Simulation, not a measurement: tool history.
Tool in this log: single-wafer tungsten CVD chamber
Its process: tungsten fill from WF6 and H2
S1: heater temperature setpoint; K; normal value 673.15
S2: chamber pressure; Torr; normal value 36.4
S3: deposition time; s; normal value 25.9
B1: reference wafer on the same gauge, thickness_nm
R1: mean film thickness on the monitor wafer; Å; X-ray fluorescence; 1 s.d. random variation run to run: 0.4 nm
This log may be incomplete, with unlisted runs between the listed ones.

{"run": 1, "hour": 0.0, "S1": 673.15, "S2": 36.4, "S3": 25.9, "B1": 90.805, "R1": 796.6}
{"run": 2, "hour": 13.8, "S1": 673.15, "S2": 36.4, "S3": 25.9, "B1": 90.847, "R1": 797.85}
{"run": 3, "hour": 33.5, "S1": 673.15, "S2": 36.4, "S3": 25.9, "B1": 90.94, "R1": 796.71}
{"run": 4, "hour": 58.6, "S1": 673.15, "S2": 36.4, "S3": 25.9, "B1": 90.834, "R1": 802.27}
{"run": 5, "hour": 74.9, "S1": 673.15, "S2": 36.4, "S3": 25.9, "B1": 90.92, "R1": 794.63}
{"run": 6, "hour": 110.5, "S1": 668.15, "S2": 36.4, "S3": 30.0, "B1": 90.907, "R1": 810.68}
{"hour": 127.3, "done": "capacitance manometer re-zeroed and calibrated"}
{"run": 7, "hour": 127.8, "S1": 673.15, "S2": 33.6, "S3": 25.9, "B1": 90.91, "R1": 768.05}
{"run": 8, "hour": 143.9, "S1": 673.15, "S2": 36.4, "S3": 25.9, "B1": 90.837, "R1": 789.75}
{"run": 9, "hour": 156.7, "S1": 673.15, "S2": 36.4, "S3": 25.9, "B1": 90.843, "R1": 780.73}
{"run": 10, "hour": 183.1, "S1": 673.15, "S2": 32.1, "S3": 25.9, "B1": 90.918, "R1": 746.95}
{"hour": 203.8, "done": "thermocouple changed; heater temperature recalibrated"}
{"run": 11, "hour": 204.3, "S1": 673.15, "S2": 43.8, "S3": 25.9, "B1": 90.871, "R1": 949.89}
{"run": 12, "hour": 232.7, "S1": 686.15, "S2": 36.4, "S3": 25.9, "B1": 90.943, "R1": 1132.8}
{"run": 13, "hour": 250.1, "S1": 673.15, "S2": 36.4, "S3": 25.9, "B1": 90.934, "R1": 884.71}
{"hour": 274.6, "done": "showerhead replaced"}
{"run": 14, "hour": 275.1, "S1": 685.15, "S2": 41.5, "S3": 25.9, "B1": 90.903, "R1": 1167.91}

Estimate the outcome of run 15 from the log above:
{"run": 15, "hour": 287.2, "S1": 673.15, "S2": 36.4, "S3": 25.9, "B1": "?", "R1": "?"}

B1: 90.882
R1: 880.68 Å
The same run, on a tool lacking any hidden state, would have yielded R1 868.85 Å.
